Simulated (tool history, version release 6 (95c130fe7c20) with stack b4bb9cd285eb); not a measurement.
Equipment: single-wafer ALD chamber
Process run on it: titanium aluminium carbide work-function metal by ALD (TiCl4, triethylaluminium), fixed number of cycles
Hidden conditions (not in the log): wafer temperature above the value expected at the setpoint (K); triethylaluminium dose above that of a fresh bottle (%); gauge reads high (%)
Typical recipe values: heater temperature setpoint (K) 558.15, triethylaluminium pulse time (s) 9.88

| run | day | heater temperature setpoint (K) | triethylaluminium pulse time (s) | wafers since the last listed run | hours since the last thermocouple change | hours since the last triethylaluminium bottle change | hours since the showerhead was replaced | hours since the gauge calibration | read-back reference wafer on the same gauge, thickness_nm | mean film thickness on the monitor wafer (angstrom) |
|---|---|---|---|---|---|---|---|---|---|---|
| 1 | 0 | 550.15 | 7.82 | 0 | 1510.6 | 131.4 | 3547.3 | 241.6 | 1.74 | 16.24 |
| 2 | 1.488 | 558.15 | 12.48 | 245 | 1546.3 | 167.1 | 3583 | 277.3 | 1.739 | 18.11 |
| 3 | 4.317 | 558.15 | 12.48 | 466 | 1614.2 | 235 | 3650.9 | 345.2 | 1.74 | 18.19 |
| 4 | 6.258 | 558.15 | 12.8 | 320 | 1660.8 | 281.6 | 3697.5 | 391.8 | 1.74 | 18.17 |
| 5 | 7.812 | 558.15 | 12.8 | 256 | 1698.1 | 318.9 | 3734.8 | 429.1 | 1.741 | 18.25 |
| 6 | 8.862 | 553.15 | 9.88 | 173 | 1723.3 | 344.1 | 3760 | 454.3 | 1.739 | 17.22 |
| 7 | 9.983 | 558.15 | 9.88 | 184 | 1750.2 | 371 | 3786.9 | 481.2 | 1.74 | 17.52 |
| 8 | 12.767 | 558.15 | 9.88 | 459 | 1817 | 437.8 | 3853.7 | 548 | 1.743 | 17.5 |
| 9 | 13.775 | 558.15 | 9.88 | 166 | 1841.2 | 462 | 3877.9 | 572.2 | 1.737 | 17.56 |
| 10 | 16.525 | 564.15 | 9.88 | 453 | 1907.2 | 528 | 3943.9 | 638.2 | 1.737 | 18 |
| 11 | 18.404 | 564.15 | 9.88 | 309 | 1952.3 | 573.1 | 3989 | 683.3 | 1.741 | 17.95 |
|  | 19.333 | showerhead replaced |
| 12 | 20.429 | 564.15 | 9.88 | 278 | 2000.9 | 621.7 | 26.3 | 731.9 | 1.74 | 18.02 |
| 13 | 22.342 | 554.15 | 9.88 | 315 | 2046.8 | 667.6 | 72.2 | 777.8 | 1.738 | 17.06 |
| 14 | 23.979 | 554.15 | 9.88 | 270 | 2086.1 | 706.9 | 111.5 | 817.1 | 1.741 | 17.01 |
| 15 | 26.358 | 558.15 | 9.88 | 392 | 2143.2 | 764 | 168.6 | 874.2 | 1.739 | 17.42 |
| 16 | 32.604 | 558.15 | 13.44 | 1030 | 2293.1 | 913.9 | 318.5 | 1024.1 | 1.741 | 18.26 |
| 17 | 38.375 | 565.15 | 8.54 | 951 | 2431.6 | 1052.4 | 457 | 1162.6 | 1.74 | 17.47 |
| 18 | 39.65 | 546.15 | 8.07 | 210 | 2462.2 | 1083 | 487.6 | 1193.2 | 1.739 | 15.68 |
|  | 40.125 | triethylaluminium bottle replaced |
| 19 | 41.333 | 564.15 | 9.88 | 222 | 2502.6 | 29 | 528 | 1233.6 | 1.741 | 18.46 |
| 20 | 43.258 | 558.15 | 13.12 | 317 | 2548.8 | 75.2 | 574.2 | 1279.8 | 1.739 | 18.29 |
|  | 43.792 | thermocouple changed; heater temperature recalibrated |
| 21 | 48.325 | 558.15 | 9.88 | 780 | 108.8 | 196.8 | 695.8 | 1401.4 | 1.743 | 17.3 |
| 22 | 50.142 | 562.15 | 6.5 | 299 | 152.4 | 240.4 | 739.4 | 1445 | 1.74 | 16.15 |
| 23 | 52.379 | 552.15 | 13.06 | 368 | 206.1 | 294.1 | 793.1 | 1498.7 | 1.741 | 17.34 |
|  | 53.204 | gauge calibrated |
| 24 | 54.75 | 548.15 | 13.76 | 390 | 263 | 351 | 850 | 37.1 | 1.739 | 16.99 |
| 25 | 56.617 | 562.15 | 6.79 | 307 | 307.8 | 395.8 | 894.8 | 81.9 | 1.74 | 16.28 |
| 26 | 59.217 | 568.15 | 9.88 | 428 | 370.2 | 458.2 | 957.2 | 144.3 | 1.74 | 18.02 |
| 27 | 62.208 | 554.15 | 6.52 | 493 | 442 | 530 | 1029 | 216.1 | 1.74 | 15.2 |
| 28 | 64.296 | 552.15 | 6.47 | 344 | 492.1 | 580.1 | 1079.1 | 266.2 | 1.739 | 15.03 |
| 29 | 66.667 | 558.15 | 9.88 | 390 | 549 | 637 | 1136 | 323.1 | 1.739 | 17.26 |
| 30 | 68.588 | 573.15 | 7.9 | 316 | 595.1 | 683.1 | 1182.1 | 369.2 | 1.741 | 17.86 |
| 31 | 75.15 | 572.15 | 7.62 | 1082 | 752.6 | 840.6 | 1339.6 | 526.7 | 1.739 | 17.59 |
| 32 | 77.108 | 553.15 | 7.66 | 322 | 799.6 | 887.6 | 1386.6 | 573.7 | 1.741 | 15.93 |
|  | 78.821 | triethylaluminium bottle replaced |
| 33 | 79.917 | 558.15 | 9.88 | 408 | 867 | 26.3 | 1454 | 641.1 | 1.74 | 17.8 |

For each entry between runs, how does the tool's hidden state at the last listed run before it compare with that at the first listed run after it?
Between runs 11 and 12: showerhead replaced (day 19.333)
  wafer temperature above the value expected at the setpoint (K): 4.74 -> 4.78; triethylaluminium dose above that of a fresh bottle (%): -16.5 -> -17
  what was measured, less what the result would be without the hidden state, mean film thickness on the monitor wafer (angstrom): -0.02 -> -0.03
Between runs 18 and 19: triethylaluminium bottle replaced (day 40.125)
  wafer temperature above the value expected at the setpoint (K): 5.08 -> 5.1; triethylaluminium dose above that of a fresh bottle (%): -19.4 -> -3.72
  what was measured, less what the result would be without the hidden state, mean film thickness on the monitor wafer (angstrom): -0.27 -> +0.39
Between runs 20 and 21: thermocouple changed; heater temperature recalibrated (day 43.792)
  wafer temperature above the value expected at the setpoint (K): 5.12 -> 1.42; triethylaluminium dose above that of a fresh bottle (%): -6.1 -> -11
  what was measured, less what the result would be without the hidden state, mean film thickness on the monitor wafer (angstrom): +0.41 -> -0.14
Between runs 23 and 24: gauge calibrated (day 53.204)
  wafer temperature above the value expected at the setpoint (K): 1.96 -> 2.25; triethylaluminium dose above that of a fresh bottle (%): -13.8 -> -15.1
  what was measured, less what the result would be without the hidden state, mean film thickness on the monitor wafer (angstrom): +0.01 -> +0.06
Between runs 32 and 33: triethylaluminium bottle replaced (day 78.821)
  wafer temperature above the value expected at the setpoint (K): 4.3 -> 4.49; triethylaluminium dose above that of a fresh bottle (%): -20.8 -> -3.06
  what was measured, less what the result would be without the hidden state, mean film thickness on the monitor wafer (angstrom): -0.51 -> +0.35

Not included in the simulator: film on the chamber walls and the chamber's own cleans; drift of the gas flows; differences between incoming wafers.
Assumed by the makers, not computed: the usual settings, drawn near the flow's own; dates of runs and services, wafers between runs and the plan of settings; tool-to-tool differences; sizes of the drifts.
